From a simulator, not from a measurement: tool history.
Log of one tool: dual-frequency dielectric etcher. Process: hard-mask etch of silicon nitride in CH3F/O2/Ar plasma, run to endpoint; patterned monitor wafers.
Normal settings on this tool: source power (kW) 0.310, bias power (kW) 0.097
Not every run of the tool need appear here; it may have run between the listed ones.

run,hour,source power (kW),bias power (kW),"incoming incoming film thickness, nm",endpoint time (s)
1,0.0,0.310,0.097,32.94,47.5
2,50.2,0.310,0.097,32.80,47.2
3,135.5,0.260,0.090,33.12,51.4
4,191.2,0.260,0.090,33.31,52.0
5,262.2,0.260,0.090,33.53,52.4
6,315.4,0.310,0.097,33.10,48.2
7,418.2,0.310,0.097,33.38,48.8
# hour 481.8: wet clean of the chamber
8,482.3,0.310,0.097,33.05,47.2
# hour 561.5: upper electrode replaced
9,562.0,0.310,0.097,33.26,47.7
10,607.2,0.310,0.097,33.22,47.5
11,679.1,0.310,0.097,33.02,47.8
12,717.4,0.310,0.097,32.75,47.3
13,767.5,0.310,0.097,32.88,47.3
14,808.0,0.280,0.081,33.19,52.3
# hour 865.9: source power generator calibrated
15,896.7,0.240,0.089,33.20,53.4
16,949.7,0.310,0.097,33.06,48.2
17,1050.2,0.310,0.112,33.36,46.9
18,1095.5,0.310,0.119,33.17,45.6
# hour 1153.5: wet clean of the chamber
19,1175.9,0.340,0.103,33.55,45.8
20,1225.1,0.310,0.097,33.05,47.6
21,1300.1,0.310,0.097,33.65,48.5
22,1403.1,0.310,0.097,33.43,48.1
# hour 1456.9: bias power generator calibrated
23,1500.0,0.340,0.084,33.07,48.2
24,1556.3,0.310,0.097,33.29,47.9
25,1642.9,0.350,0.097,33.45,46.2
26,1726.2,0.360,0.097,32.64,44.9
# hour 1791.9: wet clean of the chamber
27,1792.4,0.380,0.108,33.18,42.4
28,1893.4,0.310,0.090,33.42,48.6
29,1935.8,0.380,0.112,33.68,43.1
30,1977.1,0.270,0.114,33.36,46.8
31,2023.9,0.260,0.089,33.28,51.2
32,2069.1,0.270,0.089,33.16,50.4
33,2163.6,0.370,0.111,33.27,43.6
34,2267.0,0.310,0.097,32.96,47.3

Below, some changes in endpoint time (s) between adjacent runs. For each, the amount present without the hidden state too (settings, incoming material, random variation) and the amount remaining for the hidden state with gauge scatter not shared by both compared results:
Hidden state at play: etch rate over this chamber's usual, %; source power that arrives over what is set, %; bias power that arrives over what is set, %.
Run 7 -> 8: wet clean of the chamber. endpoint time (s) -1.6: hidden state -0.9, all else -0.7.
Run 18 -> 19: source power (kW) 0.310 -> 0.340, bias power (kW) 0.119 -> 0.103, wet clean of the chamber. endpoint time (s) +0.2: hidden state -1.1, all else +1.3.
Run 26 -> 27: source power (kW) 0.360 -> 0.380, bias power (kW) 0.097 -> 0.108, wet clean of the chamber. endpoint time (s) -2.5: hidden state -1.0, all else -1.5.
Run 27 -> 28: source power (kW) 0.380 -> 0.310, bias power (kW) 0.108 -> 0.090. endpoint time (s) +6.2: hidden state +0.2, all else +6.0.
Run 28 -> 29: source power (kW) 0.310 -> 0.380, bias power (kW) 0.090 -> 0.112. endpoint time (s) -5.5: hidden state +0.1, all else -5.6.
Run 32 -> 33: source power (kW) 0.270 -> 0.370, bias power (kW) 0.089 -> 0.111. endpoint time (s) -6.8: hidden state +0.1, all else -6.9.

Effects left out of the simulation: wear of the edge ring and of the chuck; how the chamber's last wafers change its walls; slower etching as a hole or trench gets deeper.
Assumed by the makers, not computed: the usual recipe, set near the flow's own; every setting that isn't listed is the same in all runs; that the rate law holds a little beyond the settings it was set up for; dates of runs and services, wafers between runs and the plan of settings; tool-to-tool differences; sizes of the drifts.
